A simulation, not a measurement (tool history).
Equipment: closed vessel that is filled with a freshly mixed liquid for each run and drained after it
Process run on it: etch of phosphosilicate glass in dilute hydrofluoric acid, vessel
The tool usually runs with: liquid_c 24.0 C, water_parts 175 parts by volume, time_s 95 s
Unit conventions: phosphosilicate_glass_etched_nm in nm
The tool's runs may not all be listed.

| run | hour | liquid_c | water_parts | time_s | wafers since the last listed run | hours since the thermometer was replaced | hours since the hydrofluoric acid flow meter was replaced | hours since the gauge calibration | read-back film thickness of the phosphosilicate glass reference wafer, read on the same gauge (nm) | phosphosilicate_glass_etched_nm |
|---|---|---|---|---|---|---|---|---|---|---|
| 1 | 0.0 | 24.0 | 175 | 135 | 0 | 1976.6 | 754.4 | 187.9 | 89.99 | 94.05 |
| 2 | 9.7 | 24.0 | 175 | 135 | 1299 | 1986.3 | 764.1 | 197.6 | 89.97 | 93.83 |
| 3 | 25.8 | 24.0 | 175 | 105 | 2156 | 2002.4 | 780.2 | 213.7 | 90.03 | 72.96 |
| 4 | 35.3 | 24.0 | 175 | 105 | 1272 | 2011.9 | 789.7 | 223.2 | 90.02 | 73.11 |
| 5 | 50.6 | 24.0 | 115 | 95 | 2049 | 2027.2 | 805.0 | 238.5 | 89.98 | 108.32 |
| 6 | 66.6 | 24.0 | 115 | 95 | 2143 | 2043.2 | 821.0 | 254.5 | 89.99 | 106.74 |
| 7 | 76.6 | 24.0 | 115 | 95 | 1339 | 2053.2 | 831.0 | 264.5 | 89.98 | 108.53 |
| 8 | 88.2 | 24.0 | 245 | 70 | 1553 | 2064.8 | 842.6 | 276.1 | 89.99 | 32.40 |
| 9 | 104.1 | 24.0 | 245 | 70 | 2129 | 2080.7 | 858.5 | 292.0 | 89.99 | 32.60 |
| 10 | 110.9 | 24.0 | 245 | 70 | 910 | 2087.5 | 865.3 | 298.8 | 89.99 | 32.78 |
| 11 | 119.1 | 24.0 | 175 | 95 | 1098 | 2095.7 | 873.5 | 307.0 | 89.99 | 66.77 |
|  | 123.4 | gauge calibrated |
| 12 | 126.0 | 24.0 | 175 | 95 | 924 | 2102.6 | 880.4 | 2.6 | 89.97 | 67.28 |
| 13 | 135.4 | 24.0 | 175 | 95 | 1259 | 2112.0 | 889.8 | 12.0 | 90.06 | 67.08 |
| 14 | 143.2 | 24.0 | 150 | 75 | 1044 | 2119.8 | 897.6 | 19.8 | 89.97 | 62.70 |
| 15 | 156.2 | 24.0 | 205 | 120 | 1741 | 2132.8 | 910.6 | 32.8 | 89.99 | 70.95 |
| 16 | 169.0 | 24.0 | 175 | 95 | 1714 | 2145.6 | 923.4 | 45.6 | 90.02 | 66.83 |
| 17 | 180.4 | 24.0 | 175 | 95 | 1527 | 2157.0 | 934.8 | 57.0 | 90.02 | 67.76 |
|  | 195.9 | thermometer replaced |
|  | 196.3 | hydrofluoric acid flow meter replaced |
| 18 | 196.8 | 22.5 | 175 | 145 | 2007 | 0.9 | 0.5 | 73.4 | 90.02 | 84.43 |
| 19 | 202.5 | 24.0 | 175 | 60 | 763 | 6.6 | 6.2 | 79.1 | 89.96 | 36.85 |
| 20 | 208.7 | 27.0 | 105 | 75 | 830 | 12.8 | 12.4 | 85.3 | 90.00 | 93.83 |
| 21 | 221.6 | 24.0 | 210 | 125 | 1728 | 25.7 | 25.3 | 98.2 | 90.01 | 61.36 |
| 22 | 230.1 | 24.0 | 90 | 140 | 1138 | 34.2 | 33.8 | 106.7 | 90.02 | 185.67 |

Expected results for the next run?
| 23 | 238.7 | 24.0 | 175 | 95 | 1152 | 42.8 | 42.4 | 115.3 | ? | ? |

{"run 23": {"read-back film thickness of the phosphosilicate glass reference wafer, read on the same gauge (nm)": 90.03, "phosphosilicate_glass_etched_nm": 58.74}}
Without the tool's hidden state the same run would have given phosphosilicate_glass_etched_nm 58.32 nm.
